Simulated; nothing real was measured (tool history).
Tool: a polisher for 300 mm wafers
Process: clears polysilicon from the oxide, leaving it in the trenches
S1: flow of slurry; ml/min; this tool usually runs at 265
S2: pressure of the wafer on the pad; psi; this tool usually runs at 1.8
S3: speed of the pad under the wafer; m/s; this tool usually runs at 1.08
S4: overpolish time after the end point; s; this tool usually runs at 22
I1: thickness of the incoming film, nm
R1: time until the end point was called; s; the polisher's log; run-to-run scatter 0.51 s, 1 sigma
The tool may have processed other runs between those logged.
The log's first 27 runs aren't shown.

run,day,S1,S2,S3,S4,I1,R1
28,28.204,265,1.8,1.08,22,562.6,48.3
29,29.596,265,1.8,1.08,26,562.9,47.4
30,30.150,225,1.8,1.08,22,560.4,48.7
# day 32.167: worn pad replaced by a new one
31,33.479,355,1.6,1.08,22,560.5,47.6
32,36.629,350,1.8,1.08,28,565.5,45.5
33,37.254,300,1.8,0.92,22,559.8,48.5
34,38.638,265,2.4,1.30,29,554.3,33.0
35,39.279,265,1.8,1.08,22,566.1,45.6

Each row is a separate what-if for the run after 35, all from the same tool condition, not one after another. Results?
A,39.300,265,1.8,1.08,22,567.4,?
B,39.300,265,1.8,1.08,12,567.4,?
C,39.300,200,2.2,1.20,22,567.4,?
D,39.300,290,1.8,1.24,22,567.4,?

run,R1
A,46.9
B,46.9
C,42.1
D,42.3
Had the tool no hidden state, the same runs would have come out as:
run,R1
A,49.9
B,49.9
C,44.8
D,45.0

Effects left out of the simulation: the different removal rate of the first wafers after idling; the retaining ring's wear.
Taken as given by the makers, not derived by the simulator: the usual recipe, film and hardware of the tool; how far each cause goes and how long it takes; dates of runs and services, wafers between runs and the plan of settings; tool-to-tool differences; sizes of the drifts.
